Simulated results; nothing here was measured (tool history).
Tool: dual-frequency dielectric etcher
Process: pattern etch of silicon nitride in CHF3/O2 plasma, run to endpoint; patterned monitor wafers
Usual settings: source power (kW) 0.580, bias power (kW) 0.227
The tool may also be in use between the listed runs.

| run | day | source power (kW) | bias power (kW) | incoming incoming film thickness, nm | endpoint time (s) |
|---|---|---|---|---|---|
| 1 | 0.000 | 0.580 | 0.227 | 65.0 | 42.9 |
| 2 | 11.917 | 0.650 | 0.261 | 65.9 | 39.9 |
| 3 | 13.892 | 0.650 | 0.261 | 65.2 | 39.7 |
|  | 15.392 | wet clean of the chamber |
| 4 | 15.992 | 0.650 | 0.261 | 65.9 | 39.8 |
| 5 | 17.771 | 0.680 | 0.227 | 65.7 | 39.7 |
| 6 | 21.971 | 0.580 | 0.227 | 66.0 | 43.0 |
| 7 | 26.162 | 0.580 | 0.227 | 65.6 | 42.4 |
| 8 | 29.183 | 0.580 | 0.227 | 65.5 | 42.6 |
| 9 | 31.967 | 0.580 | 0.227 | 66.0 | 43.0 |
| 10 | 34.700 | 0.580 | 0.255 | 65.9 | 40.9 |
| 11 | 37.950 | 0.690 | 0.227 | 65.5 | 40.2 |
| 12 | 48.158 | 0.670 | 0.180 | 65.0 | 42.4 |
|  | 49.504 | bias power generator calibrated |
|  | 52.150 | wet clean of the chamber |
| 13 | 52.171 | 0.690 | 0.184 | 66.1 | 42.7 |
| 14 | 54.292 | 0.660 | 0.252 | 66.1 | 40.0 |
|  | 57.333 | source power generator calibrated |
| 15 | 58.162 | 0.690 | 0.189 | 65.6 | 42.1 |
|  | 63.083 | upper electrode replaced |
| 16 | 63.104 | 0.580 | 0.227 | 65.5 | 42.5 |
| 17 | 65.238 | 0.580 | 0.251 | 66.0 | 42.3 |
| 18 | 67.604 | 0.650 | 0.261 | 65.4 | 39.7 |
| 19 | 71.196 | 0.630 | 0.253 | 66.4 | 40.7 |
| 20 | 74.708 | 0.480 | 0.205 | 66.1 | 47.0 |
| 21 | 78.279 | 0.500 | 0.227 | 65.7 | 44.9 |
| 22 | 82.571 | 0.580 | 0.227 | 65.8 | 42.6 |
| 23 | 84.933 | 0.580 | 0.227 | 66.3 | 43.5 |
|  | 87.162 | wet clean of the chamber |
| 24 | 87.508 | 0.530 | 0.197 | 66.8 | 46.1 |
| 25 | 91.871 | 0.580 | 0.227 | 66.0 | 42.9 |
| 26 | 94.292 | 0.510 | 0.253 | 66.0 | 43.5 |
| 27 | 96.367 | 0.520 | 0.270 | 65.8 | 43.0 |
| 28 | 98.617 | 0.580 | 0.202 | 65.3 | 44.3 |
| 29 | 100.775 | 0.580 | 0.207 | 66.0 | 44.0 |
| 30 | 105.042 | 0.580 | 0.202 | 65.9 | 43.6 |
| 31 | 111.475 | 0.530 | 0.264 | 66.3 | 42.3 |
| 32 | 114.817 | 0.580 | 0.227 | 65.9 | 43.2 |
| 33 | 118.892 | 0.580 | 0.227 | 65.9 | 42.3 |
| 34 | 120.904 | 0.530 | 0.211 | 65.5 | 44.7 |
|  | 123.946 | wet clean of the chamber |
| 35 | 123.967 | 0.690 | 0.173 | 64.8 | 42.2 |

Predict each of these 4 candidate next runs independently; none follows another, all start after run 35:
| A | 123.983 | 0.580 | 0.227 | 66.2 | ? |
| B | 123.983 | 0.580 | 0.171 | 66.2 | ? |
| C | 123.983 | 0.580 | 0.193 | 66.2 | ? |
| D | 123.983 | 0.480 | 0.258 | 66.2 | ? |

| run | endpoint time (s) |
|---|---|
| A | 43.8 |
| B | 46.9 |
| C | 45.6 |
| D | 45.1 |
With no hidden state in the tool, these same runs would have given:
| run | endpoint time (s) |
|---|---|
| A | 43.8 |
| B | 46.9 |
| C | 45.6 |
| D | 45.1 |

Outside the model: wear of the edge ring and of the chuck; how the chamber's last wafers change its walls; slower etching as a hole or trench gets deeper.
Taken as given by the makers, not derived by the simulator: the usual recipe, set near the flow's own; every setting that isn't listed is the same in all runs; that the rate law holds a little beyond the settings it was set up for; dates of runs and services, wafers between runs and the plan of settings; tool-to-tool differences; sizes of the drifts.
